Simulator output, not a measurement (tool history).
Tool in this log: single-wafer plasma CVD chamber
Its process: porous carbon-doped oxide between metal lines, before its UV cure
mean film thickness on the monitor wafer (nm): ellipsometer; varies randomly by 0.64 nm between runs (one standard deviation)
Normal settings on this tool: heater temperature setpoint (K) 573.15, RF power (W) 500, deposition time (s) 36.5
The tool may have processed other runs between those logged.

run	hour	heater temperature setpoint (K)	RF power (W)	deposition time (s)	wafers since the last listed run	hours since the last thermocouple change	hours since the last RF generator calibration	hours since the showerhead was replaced	hours since the gauge calibration	read-back reference wafer on the same gauge, thickness_nm	mean film thickness on the monitor wafer (nm)
1	0.0	573.15	500	36.5	0	533.4	1174.2	8063.4	408.6	189.986	194.475
2	28.6	573.15	500	36.5	1003	562.0	1202.8	8092.0	437.2	190.061	194.417
3	60.5	573.15	580	36.5	1118	593.9	1234.7	8123.9	469.1	190.102	223.006
4	118.2	573.15	580	36.5	2023	651.6	1292.4	8181.6	526.8	189.973	222.600
5	141.5	573.15	500	36.5	817	674.9	1315.7	8204.9	550.1	190.076	193.426
6	160.7	573.15	500	36.5	673	694.1	1334.9	8224.1	569.3	190.049	193.558
7	173.8	573.15	500	31.2	459	707.2	1348.0	8237.2	582.4	190.111	165.914
8	201.0	573.15	500	31.2	953	734.4	1375.2	8264.4	609.6	190.156	165.685
9	222.8	573.15	550	36.5	764	756.2	1397.0	8286.2	631.4	189.902	211.264
10	238.1	573.15	500	36.5	536	771.5	1412.3	8301.5	646.7	190.025	192.788
11	252.7	573.15	535	36.5	512	786.1	1426.9	8316.1	661.3	190.132	206.819
# hour 272.0: showerhead replaced
12	275.1	573.15	535	36.5	505	808.5	1449.3	3.1	683.7	189.927	205.271
13	309.5	573.15	500	36.5	1206	842.9	1483.7	37.5	718.1	189.991	191.311
14	327.0	573.15	500	36.5	613	860.4	1501.2	55.0	735.6	190.044	191.740
15	342.7	573.15	500	36.5	550	876.1	1516.9	70.7	751.3	189.986	191.882
16	361.3	573.15	500	32.3	652	894.7	1535.5	89.3	769.9	189.933	171.531
17	388.7	573.15	500	31.2	960	922.1	1562.9	116.7	797.3	189.879	165.089
# hour 405.5: gauge calibrated
18	417.7	559.15	500	36.5	1017	951.1	1591.9	145.7	12.2	189.984	205.657
19	449.7	582.15	455	36.5	1122	983.1	1623.9	177.7	44.2	189.881	164.248
20	462.5	573.15	500	38.4	448	995.9	1636.7	190.5	57.0	190.082	201.180
21	477.8	573.15	500	36.5	536	1011.2	1652.0	205.8	72.3	190.089	191.734
# hour 492.9: RF generator calibrated
# hour 495.6: thermocouple changed; heater temperature recalibrated
22	512.5	573.15	525	43.7	844	16.9	19.6	240.5	107.0	189.998	231.199
23	546.2	566.15	525	41.6	1181	50.6	53.3	274.2	140.7	189.938	228.169
24	560.8	566.15	525	41.6	512	65.2	67.9	288.8	155.3	190.128	228.963
25	589.2	573.15	400	36.5	995	93.6	96.3	317.2	183.7	189.992	140.241
26	608.7	573.15	465	39.6	683	113.1	115.8	336.7	203.2	190.030	182.245
27	626.3	562.15	440	32.8	617	130.7	133.4	354.3	220.8	190.016	151.078
# hour 638.6: RF generator calibrated, repeated, since the last time left the tool worse
28	650.8	573.15	580	29.5	578	155.2	12.2	378.8	245.3	189.967	188.972
29	666.3	582.15	470	36.5	543	170.7	27.7	394.3	260.8	189.955	181.810
30	687.3	573.15	580	36.5	736	191.7	48.7	415.3	281.8	189.922	231.943
31	712.8	581.15	580	36.5	894	217.2	74.2	440.8	307.3	189.876	222.605
32	730.9	564.15	500	36.5	634	235.3	92.3	458.9	325.4	190.020	211.246
33	764.1	569.15	500	43.6	1164	268.5	125.5	492.1	358.6	190.000	244.243
34	782.8	573.15	425	36.5	655	287.2	144.2	510.8	377.3	189.923	168.290
35	797.2	573.15	500	36.5	505	301.6	158.6	525.2	391.7	189.921	201.996

Below are 3 alternative next runs, each starting from the tool's condition after run 35. Predict each:
A	797.6	573.15	500	36.5	14	302.0	159.0	525.6	392.1	?	?
B	797.6	587.15	560	36.5	14	302.0	159.0	525.6	392.1	?	?
C	797.6	566.15	500	31.7	14	302.0	159.0	525.6	392.1	?	?

run	read-back reference wafer on the same gauge, thickness_nm	mean film thickness on the monitor wafer (nm)
A	190.050	200.669
B	190.050	208.520
C	190.050	181.350
Take away the tool's hidden state, keep each run's random variation, and the runs would have read:
run	mean film thickness on the monitor wafer (nm)
A	202.150
B	210.003
C	182.688

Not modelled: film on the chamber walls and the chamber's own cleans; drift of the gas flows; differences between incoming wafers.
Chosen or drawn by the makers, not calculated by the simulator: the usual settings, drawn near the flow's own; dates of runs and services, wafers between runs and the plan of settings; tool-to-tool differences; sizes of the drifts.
